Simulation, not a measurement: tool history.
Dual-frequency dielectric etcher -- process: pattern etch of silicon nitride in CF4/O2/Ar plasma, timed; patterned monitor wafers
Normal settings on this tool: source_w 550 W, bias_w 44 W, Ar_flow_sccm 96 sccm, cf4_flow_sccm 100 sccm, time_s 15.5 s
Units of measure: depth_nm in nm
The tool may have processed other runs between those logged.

run	hour	source_w	bias_w	Ar_flow_sccm	cf4_flow_sccm	time_s	read-back reference wafer on the same gauge, depth_nm	depth_nm
1	0.0	550	44	96	100	15.5	26.05	30.18
2	18.8	550	44	96	100	15.5	26.06	30.13
# hour 29.7: Ar flow controller replaced
# hour 43.7: gauge calibrated
3	54.5	490	49	96	85	15.5	26.46	27.69
4	79.1	550	44	96	123	15.5	26.43	31.27
5	103.2	550	44	119	80	15.5	26.37	28.61
6	138.1	550	44	83	100	15.5	26.35	31.10
7	169.1	650	44	73	121	15.5	26.31	38.36
8	202.2	550	47	96	100	17.5	26.30	35.12
9	230.8	550	44	96	100	15.5	26.26	30.46
# hour 256.2: wet clean of the chamber
10	256.7	640	48	74	100	17.5	26.23	43.06
11	347.0	450	44	112	100	19.0	26.18	29.23
12	362.5	550	44	96	100	15.5	26.16	30.19
13	391.7	630	41	96	100	15.5	26.16	33.72
# hour 401.2: bias power generator calibrated
14	414.4	550	44	74	100	15.5	26.14	31.35
15	476.8	550	36	96	100	13.0	26.10	23.37
16	500.9	550	44	79	100	15.5	26.12	30.95
17	528.2	640	48	74	100	17.5	26.11	42.84
18	556.9	550	38	117	110	15.5	26.10	27.78
19	590.7	550	44	96	100	15.5	26.09	30.19
20	621.2	550	47	96	84	15.5	26.09	30.30
# hour 650.3: wet clean of the chamber
21	650.8	550	44	96	100	15.5	26.08	30.12
22	663.1	550	44	96	100	15.5	26.10	30.12

Branching from run 22: 3 alternative next runs. What would each branch give?
A	663.5	550	44	96	100	19.5	?	?
B	663.5	640	44	117	114	13.5	?	?
C	663.5	550	48	109	100	15.5	?	?

run	read-back reference wafer on the same gauge, depth_nm	depth_nm
A	26.08	37.78
B	26.08	30.27
C	26.08	30.56
Stripped of hidden state, with their random variation kept, the same runs would have yielded:
run	depth_nm
A	38.38
B	30.76
C	31.05
